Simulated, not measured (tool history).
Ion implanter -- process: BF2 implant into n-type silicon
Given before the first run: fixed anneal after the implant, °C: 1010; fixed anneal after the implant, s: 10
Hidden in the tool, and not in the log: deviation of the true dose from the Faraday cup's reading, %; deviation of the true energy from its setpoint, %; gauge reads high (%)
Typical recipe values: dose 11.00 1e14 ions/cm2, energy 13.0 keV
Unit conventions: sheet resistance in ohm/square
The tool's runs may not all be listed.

run	hour	dose	energy	wafers since the last listed run	hours since the last dose calibration	hours since the extraction supply was calibrated	hours since the gauge calibration	read-back reference wafer on the same gauge, sheet resistance	sheet resistance
1	0.0	11.00	14.5	0	1990.2	5685.3	69.0	218.96	227.50
2	7.7	11.00	14.5	143	1997.9	5693.0	76.7	218.84	226.91
3	15.5	11.00	14.5	145	2005.7	5700.8	84.5	218.69	227.88
4	22.8	11.00	13.0	135	2013.0	5708.1	91.8	218.66	238.25
5	30.7	11.00	13.0	146	2020.9	5716.0	99.7	218.76	237.79
6	45.0	9.53	13.0	265	2035.2	5730.3	114.0	218.38	245.16
7	61.9	11.00	11.0	314	2052.1	5747.2	130.9	218.11	253.96
8	73.0	11.00	11.0	206	2063.2	5758.3	142.0	218.19	253.94
9	82.5	11.00	11.0	176	2072.7	5767.8	151.5	217.98	253.56
# hour 83.4: gauge calibrated
10	98.9	13.67	16.5	304	2089.1	5784.2	15.5	219.09	206.43
11	107.8	9.78	13.0	165	2098.0	5793.1	24.4	219.09	244.32
# hour 131.3: Faraday cup replaced and dose calibrated
12	131.8	13.59	17.0	297	0.5	5817.1	48.4	219.05	203.75
13	141.6	13.84	11.5	182	10.3	5826.9	58.2	218.94	240.94
14	150.1	13.18	17.0	158	18.8	5835.4	66.7	218.73	204.63
15	160.1	9.88	16.5	185	28.8	5845.4	76.7	218.74	220.04
# hour 173.6: extraction supply calibrated
16	175.5	11.00	13.0	137	44.2	1.9	92.1	218.69	238.63
17	190.2	9.23	11.5	273	58.9	16.6	106.8	218.51	259.63
18	204.8	12.20	11.0	271	73.5	31.2	121.4	218.31	249.72
19	220.1	13.59	17.0	284	88.8	46.5	136.7	218.07	202.86

Predict each of these 3 candidate next runs independently; none follows another, all start after run 19:
A	220.5	13.37	13.0	7	89.2	46.9	137.1	?	?
B	220.5	11.00	9.5	7	89.2	46.9	137.1	?	?
C	220.5	13.35	13.0	7	89.2	46.9	137.1	?	?

run	read-back reference wafer on the same gauge, sheet resistance	sheet resistance
A	218.16	228.82
B	218.16	267.13
C	218.16	228.87
Take away the tool's hidden state, keep each run's random variation, and the runs would have read:
run	sheet resistance
A	229.76
B	268.22
C	229.81
